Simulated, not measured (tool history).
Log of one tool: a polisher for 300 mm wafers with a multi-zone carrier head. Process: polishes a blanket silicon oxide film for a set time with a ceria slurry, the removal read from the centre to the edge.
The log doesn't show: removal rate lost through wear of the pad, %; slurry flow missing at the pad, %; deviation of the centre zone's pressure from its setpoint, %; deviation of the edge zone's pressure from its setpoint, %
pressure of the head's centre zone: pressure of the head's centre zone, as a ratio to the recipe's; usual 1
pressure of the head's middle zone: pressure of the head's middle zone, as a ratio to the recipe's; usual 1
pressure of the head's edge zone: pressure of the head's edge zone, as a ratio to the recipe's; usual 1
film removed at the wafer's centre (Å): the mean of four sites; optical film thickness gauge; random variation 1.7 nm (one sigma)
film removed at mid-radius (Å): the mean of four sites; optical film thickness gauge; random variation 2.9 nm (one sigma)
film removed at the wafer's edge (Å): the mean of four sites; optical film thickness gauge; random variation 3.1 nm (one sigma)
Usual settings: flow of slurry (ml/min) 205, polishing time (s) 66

| run | hour | flow of slurry (ml/min) | pressure of the head's centre zone | pressure of the head's middle zone | pressure of the head's edge zone | polishing time (s) | wafers since the last listed run | wafers polished on this pad | hours since the slurry nozzle was cleaned | hours since the centre zone pressure was calibrated | hours since the edge zone pressure was calibrated | hours since the carrier head's membrane was replaced | incoming thickness of the incoming film, nm | film removed at the wafer's centre (Å) | film removed at mid-radius (Å) | film removed at the wafer's edge (Å) |
|---|---|---|---|---|---|---|---|---|---|---|---|---|---|---|---|---|
| 1 | 0 | 160 | 1 | 1 | 1 | 79 | 0 | 1106 | 50.8 | 243 | 68 | 1713.3 | 1164.7 | 2409 | 2435 | 2360 |
| 2 | 12.7 | 160 | 1 | 1 | 1 | 79 | 104 | 1211 | 63.5 | 255.7 | 80.7 | 1726 | 1148.9 | 2382 | 2384 | 2427 |
|  | 28.6 | worn pad replaced by a new one |
| 3 | 48.3 | 170 | 1 | 1 | 1 | 66 | 260 | 162 | 99.1 | 291.3 | 116.3 | 1761.6 | 1169 | 2060 | 2088 | 2010 |
| 4 | 70.3 | 205 | 1 | 1 | 1 | 66 | 181 | 343 | 121.1 | 313.3 | 138.3 | 1783.6 | 1157.1 | 2106 | 2108 | 2091 |
| 5 | 99.4 | 205 | 1 | 1 | 1 | 66 | 239 | 583 | 150.2 | 342.4 | 167.4 | 1812.7 | 1160.4 | 2061 | 2109 | 2105 |
| 6 | 127.5 | 205 | 1 | 0.91 | 0.97 | 66 | 231 | 815 | 178.3 | 370.5 | 195.5 | 1840.8 | 1161 | 2072 | 1900 | 2004 |
| 7 | 155.8 | 205 | 1 | 0.91 | 0.97 | 66 | 233 | 1048 | 206.6 | 398.8 | 223.8 | 1869.1 | 1160.8 | 2049 | 1952 | 2039 |
|  | 176.7 | worn pad replaced by a new one |
|  | 181.1 | slurry nozzle cleaned |
| 8 | 191 | 205 | 1 | 1 | 1 | 58 | 248 | 109 | 9.9 | 434 | 259 | 1904.3 | 1161.6 | 1885 | 1867 | 1823 |
| 9 | 223.3 | 150 | 1 | 1 | 1 | 66 | 266 | 376 | 42.2 | 466.3 | 291.3 | 1936.6 | 1171.2 | 1991 | 2043 | 2008 |
|  | 246.6 | centre zone pressure recalibrated |
| 10 | 247.9 | 160 | 1 | 1 | 1 | 79 | 186 | 562 | 66.8 | 1.3 | 315.9 | 1961.2 | 1159.4 | 2426 | 2433 | 2375 |
|  | 253.1 | carrier head's membrane replaced by a new one |
| 11 | 267.3 | 160 | 1 | 0.91 | 1.07 | 66 | 118 | 681 | 86.2 | 20.7 | 335.3 | 14.2 | 1162.3 | 2006 | 1884 | 2042 |
| 12 | 298.9 | 205 | 1 | 1 | 1 | 66 | 260 | 941 | 117.8 | 52.3 | 366.9 | 45.8 | 1164.9 | 2064 | 2033 | 2027 |
| 13 | 333.2 | 250 | 0.89 | 1 | 0.9 | 76 | 282 | 1224 | 152.1 | 86.6 | 401.2 | 80.1 | 1158.5 | 2140 | 2477 | 2296 |
|  | 341.3 | worn pad replaced by a new one |
| 14 | 359.1 | 205 | 0.94 | 1 | 1 | 48 | 180 | 146 | 178 | 112.5 | 427.1 | 106 | 1170 | 1441 | 1540 | 1537 |
|  | 385.3 | edge zone pressure recalibrated |
| 15 | 390.9 | 205 | 0.91 | 0.94 | 0.97 | 66 | 245 | 392 | 209.8 | 144.3 | 5.6 | 137.8 | 1163.1 | 1902 | 2001 | 2064 |
| 16 | 405.7 | 205 | 1 | 0.92 | 1.04 | 66 | 122 | 514 | 224.6 | 159.1 | 20.4 | 152.6 | 1162.7 | 2087 | 1967 | 2134 |
| 17 | 427.3 | 205 | 0.94 | 1 | 1 | 85 | 178 | 692 | 246.2 | 180.7 | 42 | 174.2 | 1176.4 | 2498 | 2704 | 2634 |
|  | 450.8 | slurry nozzle cleaned |
| 18 | 455 | 205 | 1 | 1.09 | 1 | 66 | 220 | 912 | 4.2 | 208.4 | 69.7 | 201.9 | 1181.4 | 2063 | 2197 | 2061 |
|  | 477.9 | worn pad replaced by a new one |
| 19 | 490.5 | 205 | 1 | 1 | 0.94 | 66 | 259 | 103 | 39.7 | 243.9 | 105.2 | 237.4 | 1172.8 | 2091 | 2125 | 2020 |
| 20 | 525.4 | 205 | 0.9 | 0.97 | 0.96 | 66 | 287 | 391 | 74.6 | 278.8 | 140.1 | 272.3 | 1165.3 | 1897 | 2048 | 2027 |
| 21 | 540.3 | 155 | 1 | 1 | 1 | 66 | 122 | 514 | 89.5 | 293.7 | 155 | 287.2 | 1180.8 | 1988 | 2007 | 2008 |
| 22 | 560.2 | 205 | 1 | 1 | 1 | 66 | 164 | 678 | 109.4 | 313.6 | 174.9 | 307.1 | 1168 | 2065 | 2100 | 2004 |
| 23 | 572.3 | 205 | 1 | 1 | 1.08 | 66 | 99 | 778 | 121.5 | 325.7 | 187 | 319.2 | 1172.1 | 2053 | 2079 | 2101 |

3 ways to go on from here, each from the tool as it stands after run 23. What would each give?
| A | 572.7 | 205 | 1 | 1 | 1 | 66 | 3 | 781 | 121.9 | 326.1 | 187.4 | 319.6 | 1173.9 | ? | ? | ? |
| B | 572.7 | 205 | 1.11 | 1.03 | 1 | 66 | 3 | 781 | 121.9 | 326.1 | 187.4 | 319.6 | 1173.9 | ? | ? | ? |
| C | 572.7 | 205 | 1 | 1 | 1 | 44 | 3 | 781 | 121.9 | 326.1 | 187.4 | 319.6 | 1173.9 | ? | ? | ? |

| run | film removed at the wafer's centre (Å) | film removed at mid-radius (Å) | film removed at the wafer's edge (Å) |
|---|---|---|---|
| A | 2057 | 2097 | 2060 |
| B | 2285 | 2148 | 2059 |
| C | 1371 | 1398 | 1373 |
Without the tool's hidden state the same runs would have given:
| run | film removed at the wafer's centre (Å) | film removed at mid-radius (Å) | film removed at the wafer's edge (Å) |
|---|---|---|---|
| A | 2122 | 2163 | 2125 |
| B | 2358 | 2217 | 2125 |
| C | 1415 | 1442 | 1417 |

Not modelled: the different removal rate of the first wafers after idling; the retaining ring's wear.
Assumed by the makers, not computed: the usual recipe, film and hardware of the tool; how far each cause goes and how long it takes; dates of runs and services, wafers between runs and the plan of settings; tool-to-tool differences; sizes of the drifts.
